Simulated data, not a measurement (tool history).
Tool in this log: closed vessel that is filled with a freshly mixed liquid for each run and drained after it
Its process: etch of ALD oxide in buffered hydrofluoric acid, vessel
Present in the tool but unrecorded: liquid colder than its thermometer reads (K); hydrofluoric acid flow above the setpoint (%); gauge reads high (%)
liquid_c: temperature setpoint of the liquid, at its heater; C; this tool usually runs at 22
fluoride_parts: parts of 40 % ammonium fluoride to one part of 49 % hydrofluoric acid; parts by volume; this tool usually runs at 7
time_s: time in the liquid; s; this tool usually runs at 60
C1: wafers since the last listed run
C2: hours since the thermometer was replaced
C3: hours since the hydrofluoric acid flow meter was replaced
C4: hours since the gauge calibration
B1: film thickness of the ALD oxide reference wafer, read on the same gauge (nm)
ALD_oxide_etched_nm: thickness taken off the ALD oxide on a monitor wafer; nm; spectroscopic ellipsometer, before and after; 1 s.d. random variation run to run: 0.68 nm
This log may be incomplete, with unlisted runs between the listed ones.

{"run": 1, "hour": 0.0, "liquid_c": 18.5, "fluoride_parts": 7, "time_s": 60, "C1": 0, "C2": 1573.5, "C3": 824.9, "C4": 145, "B1": 89.99, "ALD_oxide_etched_nm": 81.75}
{"run": 2, "hour": 17.3, "liquid_c": 18.5, "fluoride_parts": 7, "time_s": 60, "C1": 1886, "C2": 1590.8, "C3": 842.2, "C4": 162.3, "B1": 90.02, "ALD_oxide_etched_nm": 83.46}
{"run": 3, "hour": 29.4, "liquid_c": 18.5, "fluoride_parts": 7, "time_s": 60, "C1": 1319, "C2": 1602.9, "C3": 854.3, "C4": 174.4, "B1": 89.99, "ALD_oxide_etched_nm": 82.92}
{"run": 4, "hour": 39.8, "liquid_c": 22, "fluoride_parts": 7, "time_s": 60, "C1": 1134, "C2": 1613.3, "C3": 864.7, "C4": 184.8, "B1": 89.98, "ALD_oxide_etched_nm": 100.36}
{"run": 5, "hour": 49.3, "liquid_c": 22, "fluoride_parts": 7, "time_s": 60, "C1": 1035, "C2": 1622.8, "C3": 874.2, "C4": 194.3, "B1": 90, "ALD_oxide_etched_nm": 99.51}
{"run": 6, "hour": 55.4, "liquid_c": 22, "fluoride_parts": 7, "time_s": 60, "C1": 665, "C2": 1628.9, "C3": 880.3, "C4": 200.4, "B1": 89.97, "ALD_oxide_etched_nm": 100.21}
{"run": 7, "hour": 72.5, "liquid_c": 20.5, "fluoride_parts": 7, "time_s": 60, "C1": 1864, "C2": 1646, "C3": 897.4, "C4": 217.5, "B1": 90.01, "ALD_oxide_etched_nm": 91.16}
{"run": 8, "hour": 89.2, "liquid_c": 20.5, "fluoride_parts": 7, "time_s": 60, "C1": 1821, "C2": 1662.7, "C3": 914.1, "C4": 234.2, "B1": 89.99, "ALD_oxide_etched_nm": 93.26}
{"run": 9, "hour": 106.3, "liquid_c": 19.5, "fluoride_parts": 8, "time_s": 60, "C1": 1864, "C2": 1679.8, "C3": 931.2, "C4": 251.3, "B1": 89.98, "ALD_oxide_etched_nm": 76.65}
{"run": 10, "hour": 123.6, "liquid_c": 19.5, "fluoride_parts": 8, "time_s": 60, "C1": 1886, "C2": 1697.1, "C3": 948.5, "C4": 268.6, "B1": 89.99, "ALD_oxide_etched_nm": 78.02}
{"run": 11, "hour": 132.7, "liquid_c": 25, "fluoride_parts": 7, "time_s": 60, "C1": 992, "C2": 1706.2, "C3": 957.6, "C4": 277.7, "B1": 90.02, "ALD_oxide_etched_nm": 119.32}
{"run": 12, "hour": 147.9, "liquid_c": 25, "fluoride_parts": 7, "time_s": 60, "C1": 1657, "C2": 1721.4, "C3": 972.8, "C4": 292.9, "B1": 90.04, "ALD_oxide_etched_nm": 118.16}
{"run": 13, "hour": 162.1, "liquid_c": 25, "fluoride_parts": 7, "time_s": 60, "C1": 1548, "C2": 1735.6, "C3": 987, "C4": 307.1, "B1": 89.95, "ALD_oxide_etched_nm": 119.72}
{"run": 14, "hour": 174.4, "liquid_c": 22, "fluoride_parts": 7, "time_s": 60, "C1": 1341, "C2": 1747.9, "C3": 999.3, "C4": 319.4, "B1": 89.98, "ALD_oxide_etched_nm": 101.9}
{"run": 15, "hour": 184.6, "liquid_c": 22, "fluoride_parts": 7, "time_s": 60, "C1": 1112, "C2": 1758.1, "C3": 1009.5, "C4": 329.6, "B1": 89.99, "ALD_oxide_etched_nm": 102.24}
{"run": 16, "hour": 201.7, "liquid_c": 22, "fluoride_parts": 7, "time_s": 60, "C1": 1864, "C2": 1775.2, "C3": 1026.6, "C4": 346.7, "B1": 89.99, "ALD_oxide_etched_nm": 102.4}
{"run": 17, "hour": 213.1, "liquid_c": 22, "fluoride_parts": 7, "time_s": 60, "C1": 1243, "C2": 1786.6, "C3": 1038, "C4": 358.1, "B1": 90, "ALD_oxide_etched_nm": 102.08}
{"run": 18, "hour": 219.3, "liquid_c": 22, "fluoride_parts": 7, "time_s": 60, "C1": 676, "C2": 1792.8, "C3": 1044.2, "C4": 364.3, "B1": 90, "ALD_oxide_etched_nm": 102.05}
{"run": 19, "hour": 229.9, "liquid_c": 22, "fluoride_parts": 7, "time_s": 60, "C1": 1155, "C2": 1803.4, "C3": 1054.8, "C4": 374.9, "B1": 90, "ALD_oxide_etched_nm": 102.83}
{"run": 20, "hour": 245.9, "liquid_c": 22, "fluoride_parts": 7, "time_s": 60, "C1": 1744, "C2": 1819.4, "C3": 1070.8, "C4": 390.9, "B1": 89.96, "ALD_oxide_etched_nm": 101.65}
{"run": 21, "hour": 252.9, "liquid_c": 22, "fluoride_parts": 7, "time_s": 30, "C1": 763, "C2": 1826.4, "C3": 1077.8, "C4": 397.9, "B1": 90.01, "ALD_oxide_etched_nm": 50.98}
{"hour": 259.8, "done": "thermometer replaced"}
{"hour": 280.6, "done": "gauge calibrated"}
{"run": 22, "hour": 298.6, "liquid_c": 22, "fluoride_parts": 7, "time_s": 95, "C1": 4874, "C2": 38.8, "C3": 1123.5, "C4": 18, "B1": 89.99, "ALD_oxide_etched_nm": 164.09}
{"run": 23, "hour": 308.0, "liquid_c": 22, "fluoride_parts": 7, "time_s": 60, "C1": 1025, "C2": 48.2, "C3": 1132.9, "C4": 27.4, "B1": 89.98, "ALD_oxide_etched_nm": 103.02}
{"run": 24, "hour": 319.0, "liquid_c": 22, "fluoride_parts": 7, "time_s": 40, "C1": 1199, "C2": 59.2, "C3": 1143.9, "C4": 38.4, "B1": 90, "ALD_oxide_etched_nm": 69.05}
{"hour": 325.9, "done": "hydrofluoric acid flow meter replaced"}
{"run": 25, "hour": 337.9, "liquid_c": 19.5, "fluoride_parts": 8, "time_s": 60, "C1": 1951, "C2": 78.1, "C3": 12, "C4": 57.3, "B1": 90.03, "ALD_oxide_etched_nm": 70.21}
{"run": 26, "hour": 346.2, "liquid_c": 22, "fluoride_parts": 9.5, "time_s": 60, "C1": 905, "C2": 86.4, "C3": 20.3, "C4": 65.6, "B1": 89.97, "ALD_oxide_etched_nm": 69.52}
{"run": 27, "hour": 359.9, "liquid_c": 18, "fluoride_parts": 5, "time_s": 45, "C1": 1493, "C2": 100.1, "C3": 34, "C4": 79.3, "B1": 90.01, "ALD_oxide_etched_nm": 75.63}
{"run": 28, "hour": 373.3, "liquid_c": 22, "fluoride_parts": 7, "time_s": 60, "C1": 1461, "C2": 113.5, "C3": 47.4, "C4": 92.7, "B1": 89.99, "ALD_oxide_etched_nm": 94.25}
{"run": 29, "hour": 386.2, "liquid_c": 24.5, "fluoride_parts": 5, "time_s": 45, "C1": 1406, "C2": 126.4, "C3": 60.3, "C4": 105.6, "B1": 90.01, "ALD_oxide_etched_nm": 108.59}
{"run": 30, "hour": 403.6, "liquid_c": 20, "fluoride_parts": 5, "time_s": 85, "C1": 1897, "C2": 143.8, "C3": 77.7, "C4": 123, "B1": 90.05, "ALD_oxide_etched_nm": 160.85}
{"run": 31, "hour": 411.9, "liquid_c": 19.5, "fluoride_parts": 5, "time_s": 30, "C1": 905, "C2": 152.1, "C3": 86, "C4": 131.3, "B1": 90.02, "ALD_oxide_etched_nm": 54.76}
{"run": 32, "hour": 422.8, "liquid_c": 22, "fluoride_parts": 8, "time_s": 60, "C1": 1188, "C2": 163, "C3": 96.9, "C4": 142.2, "B1": 90.01, "ALD_oxide_etched_nm": 82.08}
{"run": 33, "hour": 434.7, "liquid_c": 18, "fluoride_parts": 5, "time_s": 45, "C1": 1297, "C2": 174.9, "C3": 108.8, "C4": 154.1, "B1": 89.98, "ALD_oxide_etched_nm": 76}

State the hidden condition of the tool at each of the runs:
liquid colder than its thermometer reads (K): 0 at every run
gauge reads high (%): 0 at every run
H1: hydrofluoric acid flow above the setpoint (%)
run=1 H1=9.12
run=2 H1=9.3
run=3 H1=9.43
run=4 H1=9.53
run=5 H1=9.63
run=6 H1=9.7
run=7 H1=9.87
run=8 H1=10
run=9 H1=10.2
run=10 H1=10.4
run=11 H1=10.5
run=12 H1=10.7
run=13 H1=10.8
run=14 H1=10.9
run=15 H1=11
run=16 H1=11.2
run=17 H1=11.3
run=18 H1=11.4
run=19 H1=11.5
run=20 H1=11.7
run=21 H1=11.7
run=22 H1=12.2
run=23 H1=12.3
run=24 H1=12.4
run=25 H1=1.32
run=26 H1=1.41
run=27 H1=1.55
run=28 H1=1.69
run=29 H1=1.82
run=30 H1=2
run=31 H1=2.08
run=32 H1=2.2
run=33 H1=2.32
